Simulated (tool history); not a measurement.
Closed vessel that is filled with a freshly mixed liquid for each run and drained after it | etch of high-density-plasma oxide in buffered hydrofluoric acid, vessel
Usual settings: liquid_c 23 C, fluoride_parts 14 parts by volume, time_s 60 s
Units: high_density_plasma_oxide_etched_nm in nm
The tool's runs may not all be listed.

run    hour  liquid_c  fluoride_parts  time_s  read-back film thickness of the high-density-plasma oxide reference wafer, read on the same gauge (nm)  high_density_plasma_oxide_etched_nm
  1       0        23              14      60                                                                                                   60.01                                51.14
  2    51.5        23            16.5      60                                                                                                      60                                44.02
       84.7  -- thermometer replaced
  3   110.9        23            16.5      60                                                                                                   59.99                                43.12
  4     143        23              14      60                                                                                                   59.98                                50.66
  5   212.6        23              14      60                                                                                                   60.02                                50.09
  6   389.6        23              14      70                                                                                                   60.03                                57.78
  7     445        23              14      70                                                                                                   60.01                                55.82
  8   470.6        23              14      60                                                                                                      60                                48.69
  9   530.8        23              14      60                                                                                                   60.02                                48.55
 10   581.7        23              14      60                                                                                                   59.96                                47.95
 11   621.1      24.5              14      60                                                                                                   60.02                                52.03
 12   669.7        23              14      60                                                                                                   60.03                                 47.9
 13   694.9        20            17.5      85                                                                                                   60.01                                45.98
 14   720.9      26.5            17.5      85                                                                                                   59.96                                64.82
 15   758.1        23              14      60                                                                                                   59.98                                46.71
      771.6  -- hydrofluoric acid flow meter replaced
      786.9  -- gauge calibrated
 16   823.3      24.5            18.5      75                                                                                                   59.97                                54.42
 17   882.5      25.5              12      70                                                                                                   60.02                                80.68
 18   907.1      27.5            18.5      60                                                                                                      60                                51.15
      941.6  -- thermometer replaced
 19   961.5        26              17      90                                                                                                   60.03                                74.97
 20  1011.7        25              10      60                                                                                                   59.99                                81.02
 21  1076.1        23            12.5      40                                                                                                      60                                38.28
 22  1127.9        28            16.5      60                                                                                                   60.02                                56.53
 23  1181.8        23              12      60                                                                                                      60                                 58.4
 24  1251.6      26.5            17.5      85                                                                                                      60                                68.84
 25    1282        23              14      60                                                                                                   60.02                                 50.2
 26  1306.5        23              14      60                                                                                                   59.98                                49.82
 27  1368.5        23              16      30                                                                                                      60                                 21.4
 28  1429.1        28               9      85                                                                                                   60.01                               142.32
 29  1466.9        19             8.5      50                                                                                                   59.98                                51.96
 30  1507.1        21              14      60                                                                                                      60                                42.96
 31  1574.8        23              17      60                                                                                                      60                                39.21
 32  1607.3      21.5            10.5      60                                                                                                   59.98                                59.25

Some steps in high_density_plasma_oxide_etched_nm between neighbouring runs. How much of each would the tool show without its hidden state too (settings, what came in, random variation), and how much is left for the hidden state, with any gauge scatter that isn't in both results?
The hidden state here: liquid hotter than its thermometer reads (K); hydrofluoric acid flow below the setpoint (%); gauge reads high (%).
Run 15 -> 16: liquid_c 23 -> 24.5, fluoride_parts 14 -> 18.5, time_s 60 -> 75, hydrofluoric acid flow meter replaced, gauge calibrated. high_density_plasma_oxide_etched_nm +7.71 nm: hidden state +5.47, all else +2.24.
Run 20 -> 21: liquid_c 25 -> 23, fluoride_parts 10 -> 12.5, time_s 60 -> 40. high_density_plasma_oxide_etched_nm -42.74 nm: hidden state +1.12, all else -43.86.
Run 27 -> 28: liquid_c 23 -> 28, fluoride_parts 16 -> 9, time_s 30 -> 85. high_density_plasma_oxide_etched_nm +120.92 nm: hidden state -5.75, all else +126.67.
Run 28 -> 29: liquid_c 28 -> 19, fluoride_parts 9 -> 8.5, time_s 85 -> 50. high_density_plasma_oxide_etched_nm -90.36 nm: hidden state +3.06, all else -93.42.

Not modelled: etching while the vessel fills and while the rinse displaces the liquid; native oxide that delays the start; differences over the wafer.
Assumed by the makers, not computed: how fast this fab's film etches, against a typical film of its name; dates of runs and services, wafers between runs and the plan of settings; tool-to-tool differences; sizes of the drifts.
